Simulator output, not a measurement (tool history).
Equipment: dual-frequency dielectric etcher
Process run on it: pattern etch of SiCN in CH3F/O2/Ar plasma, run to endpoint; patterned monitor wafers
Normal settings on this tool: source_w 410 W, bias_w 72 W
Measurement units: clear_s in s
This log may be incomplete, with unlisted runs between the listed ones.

| run | day | source_w | bias_w | incoming incoming film thickness, nm | clear_s |
|---|---|---|---|---|---|
| 1 | 0.000 | 410 | 72 | 9.44 | 23.8 |
| 2 | 2.942 | 410 | 72 | 9.52 | 24.5 |
| 3 | 5.321 | 410 | 72 | 9.40 | 24.1 |
| 4 | 6.704 | 410 | 72 | 9.40 | 24.2 |
|  | 8.338 | wet clean of the chamber |
| 5 | 8.617 | 410 | 72 | 9.41 | 23.8 |
| 6 | 11.246 | 410 | 72 | 9.34 | 24.1 |
| 7 | 13.362 | 410 | 72 | 9.39 | 23.9 |
| 8 | 14.525 | 360 | 72 | 9.42 | 24.8 |
| 9 | 15.812 | 410 | 72 | 9.33 | 24.1 |
| 10 | 16.842 | 410 | 72 | 9.43 | 24.1 |
| 11 | 19.017 | 410 | 72 | 9.53 | 24.2 |
| 12 | 21.767 | 410 | 67 | 9.33 | 24.7 |
| 13 | 23.821 | 500 | 61 | 9.38 | 24.4 |
| 14 | 25.842 | 410 | 72 | 9.35 | 23.8 |
| 15 | 27.050 | 410 | 87 | 9.43 | 22.0 |
|  | 28.433 | bias power generator calibrated |
| 16 | 29.371 | 410 | 90 | 9.52 | 22.0 |
| 17 | 31.754 | 410 | 72 | 9.35 | 24.1 |
| 18 | 34.575 | 350 | 59 | 9.40 | 27.6 |
| 19 | 35.867 | 480 | 62 | 9.42 | 24.6 |
|  | 37.412 | wet clean of the chamber |
| 20 | 37.433 | 410 | 72 | 9.47 | 24.3 |
|  | 45.200 | upper electrode replaced |
|  | 45.308 | source power generator calibrated |
| 21 | 45.329 | 350 | 80 | 9.46 | 24.0 |
| 22 | 47.279 | 510 | 79 | 9.47 | 21.8 |
| 23 | 48.904 | 450 | 72 | 9.41 | 23.5 |
| 24 | 57.212 | 500 | 61 | 9.37 | 24.4 |

Here are 5 independent what-if runs from the current tool condition. What would each one return?
| A | 57.229 | 410 | 64 | 9.38 | ? |
| B | 57.229 | 510 | 88 | 9.38 | ? |
| C | 57.229 | 480 | 72 | 9.38 | ? |
| D | 57.229 | 490 | 89 | 9.38 | ? |
| E | 57.229 | 360 | 86 | 9.38 | ? |

| run | clear_s |
|---|---|
| A | 25.5 |
| B | 20.7 |
| C | 23.1 |
| D | 20.8 |
| E | 23.1 |
Had the tool no hidden state, the same runs would have come out as:
| run | clear_s |
|---|---|
| A | 25.5 |
| B | 20.7 |
| C | 23.1 |
| D | 20.8 |
| E | 23.1 |

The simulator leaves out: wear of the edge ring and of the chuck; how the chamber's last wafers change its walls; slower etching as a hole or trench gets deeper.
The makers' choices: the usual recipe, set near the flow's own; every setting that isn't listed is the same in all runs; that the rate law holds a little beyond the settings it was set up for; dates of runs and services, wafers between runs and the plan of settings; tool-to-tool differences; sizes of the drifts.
